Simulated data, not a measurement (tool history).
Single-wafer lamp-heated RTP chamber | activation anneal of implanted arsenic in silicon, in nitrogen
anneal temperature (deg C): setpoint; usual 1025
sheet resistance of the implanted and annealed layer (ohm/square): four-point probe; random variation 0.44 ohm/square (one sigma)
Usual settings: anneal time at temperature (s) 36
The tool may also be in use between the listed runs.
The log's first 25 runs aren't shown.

run	hour	anneal temperature (deg C)	anneal time at temperature (s)	read-back reference wafer on the same gauge, sheet resistance	sheet resistance of the implanted and annealed layer (ohm/square)
26	427.8	998	43	341	295.86
27	435.3	1055	30	341.08	291.5
28	444.3	1025	36	340.92	294.7
29	495.3	1025	36	341.03	293.81
30	507.1	1043	42	340.99	291.23
31	516	1002	36	340.91	295.49
32	529.5	998	20	341.01	298.39
# hour 543.7: reflector plate cleaned
33	544.2	1001	44	341.03	296.53
34	548	1025	36	341.06	294.1
35	559.3	1009	46	341.02	295.42
36	574	1052	26	341.02	293.98

Run 37 comes next. What will it give?
37	581.4	1025	36	?	?

{"run 37": {"read-back reference wafer on the same gauge, sheet resistance": 341.08, "sheet resistance of the implanted and annealed layer (ohm/square)": 294.31}}
Without the tool's hidden state the same run would have given sheet resistance of the implanted and annealed layer (ohm/square) 294.31.
